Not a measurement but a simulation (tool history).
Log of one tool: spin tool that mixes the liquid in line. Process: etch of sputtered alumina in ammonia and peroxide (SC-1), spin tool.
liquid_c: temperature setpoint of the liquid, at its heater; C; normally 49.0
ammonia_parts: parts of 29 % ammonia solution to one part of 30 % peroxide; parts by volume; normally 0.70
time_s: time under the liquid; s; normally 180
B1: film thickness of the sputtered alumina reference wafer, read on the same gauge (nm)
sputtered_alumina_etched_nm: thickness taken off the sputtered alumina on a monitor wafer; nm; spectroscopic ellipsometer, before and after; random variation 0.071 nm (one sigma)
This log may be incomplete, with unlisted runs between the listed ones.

run 1 hour=0.0 | liquid_c=49.0 ammonia_parts=0.70 time_s=180 | B1=149.97 | sputtered_alumina_etched_nm=8.77
-- hour=20.2 new drum of ammonia solution connected
run 2 hour=21.2 | liquid_c=54.0 ammonia_parts=1.00 time_s=130 | B1=150.01 | sputtered_alumina_etched_nm=8.63
run 3 hour=52.7 | liquid_c=44.0 ammonia_parts=0.85 time_s=180 | B1=149.99 | sputtered_alumina_etched_nm=6.76
run 4 hour=66.1 | liquid_c=41.5 ammonia_parts=0.90 time_s=250 | B1=149.99 | sputtered_alumina_etched_nm=8.15
run 5 hour=95.9 | liquid_c=49.0 ammonia_parts=0.70 time_s=150 | B1=150.01 | sputtered_alumina_etched_nm=7.30
run 6 hour=111.0 | liquid_c=58.0 ammonia_parts=1.00 time_s=235 | B1=150.02 | sputtered_alumina_etched_nm=19.15
-- hour=119.0 heated supply line repaired
-- hour=131.7 gauge calibrated
run 7 hour=142.3 | liquid_c=58.0 ammonia_parts=0.95 time_s=75 | B1=149.99 | sputtered_alumina_etched_nm=6.19
run 8 hour=177.5 | liquid_c=41.5 ammonia_parts=0.55 time_s=180 | B1=149.97 | sputtered_alumina_etched_nm=5.70
run 9 hour=193.2 | liquid_c=41.5 ammonia_parts=0.90 time_s=180 | B1=149.99 | sputtered_alumina_etched_nm=5.93
run 10 hour=208.1 | liquid_c=49.0 ammonia_parts=0.70 time_s=250 | B1=150.00 | sputtered_alumina_etched_nm=12.25
run 11 hour=235.6 | liquid_c=49.0 ammonia_parts=0.70 time_s=135 | B1=150.01 | sputtered_alumina_etched_nm=6.68
run 12 hour=264.7 | liquid_c=49.0 ammonia_parts=0.70 time_s=180 | B1=150.01 | sputtered_alumina_etched_nm=8.84
run 13 hour=297.8 | liquid_c=46.0 ammonia_parts=0.50 time_s=180 | B1=149.99 | sputtered_alumina_etched_nm=7.37
run 14 hour=349.8 | liquid_c=49.0 ammonia_parts=0.70 time_s=110 | B1=149.97 | sputtered_alumina_etched_nm=5.45
run 15 hour=381.5 | liquid_c=58.0 ammonia_parts=0.90 time_s=180 | B1=150.01 | sputtered_alumina_etched_nm=15.03
run 16 hour=394.9 | liquid_c=52.0 ammonia_parts=0.85 time_s=250 | B1=150.00 | sputtered_alumina_etched_nm=14.95
run 17 hour=424.9 | liquid_c=55.0 ammonia_parts=1.00 time_s=90 | B1=150.01 | sputtered_alumina_etched_nm=6.46
run 18 hour=458.4 | liquid_c=49.0 ammonia_parts=0.85 time_s=180 | B1=149.97 | sputtered_alumina_etched_nm=9.23
run 19 hour=483.0 | liquid_c=49.0 ammonia_parts=0.70 time_s=180 | B1=149.99 | sputtered_alumina_etched_nm=9.04
run 20 hour=515.2 | liquid_c=54.5 ammonia_parts=0.95 time_s=180 | B1=150.02 | sputtered_alumina_etched_nm=12.39
run 21 hour=535.3 | liquid_c=49.0 ammonia_parts=0.70 time_s=180 | B1=149.98 | sputtered_alumina_etched_nm=8.89
run 22 hour=562.2 | liquid_c=49.0 ammonia_parts=0.70 time_s=240 | B1=150.00 | sputtered_alumina_etched_nm=12.09
run 23 hour=581.6 | liquid_c=49.0 ammonia_parts=0.70 time_s=180 | B1=149.97 | sputtered_alumina_etched_nm=9.03
run 24 hour=602.7 | liquid_c=53.5 ammonia_parts=0.70 time_s=135 | B1=149.99 | sputtered_alumina_etched_nm=8.64
run 25 hour=633.0 | liquid_c=49.0 ammonia_parts=0.70 time_s=180 | B1=150.00 | sputtered_alumina_etched_nm=9.06

Exercise: give the hidden state of the tool at every run:
ammonia flow below the setpoint (%): 0 in every run
temperature lost on the way to the wafer (K): 0 in every run
ammonia solution weaker than its label (%): 0 in every run
gauge reads high (%): 0 in every run
H1: liquid hotter than its thermometer reads (K)
run=1 H1=0.0792
run=2 H1=0.0994
run=3 H1=0.129
run=4 H1=0.142
run=5 H1=0.171
run=6 H1=0.185
run=7 H1=0.215
run=8 H1=0.249
run=9 H1=0.264
run=10 H1=0.278
run=11 H1=0.304
run=12 H1=0.332
run=13 H1=0.363
run=14 H1=0.413
run=15 H1=0.443
run=16 H1=0.456
run=17 H1=0.485
run=18 H1=0.517
run=19 H1=0.54
run=20 H1=0.571
run=21 H1=0.59
run=22 H1=0.616
run=23 H1=0.634
run=24 H1=0.654
run=25 H1=0.683

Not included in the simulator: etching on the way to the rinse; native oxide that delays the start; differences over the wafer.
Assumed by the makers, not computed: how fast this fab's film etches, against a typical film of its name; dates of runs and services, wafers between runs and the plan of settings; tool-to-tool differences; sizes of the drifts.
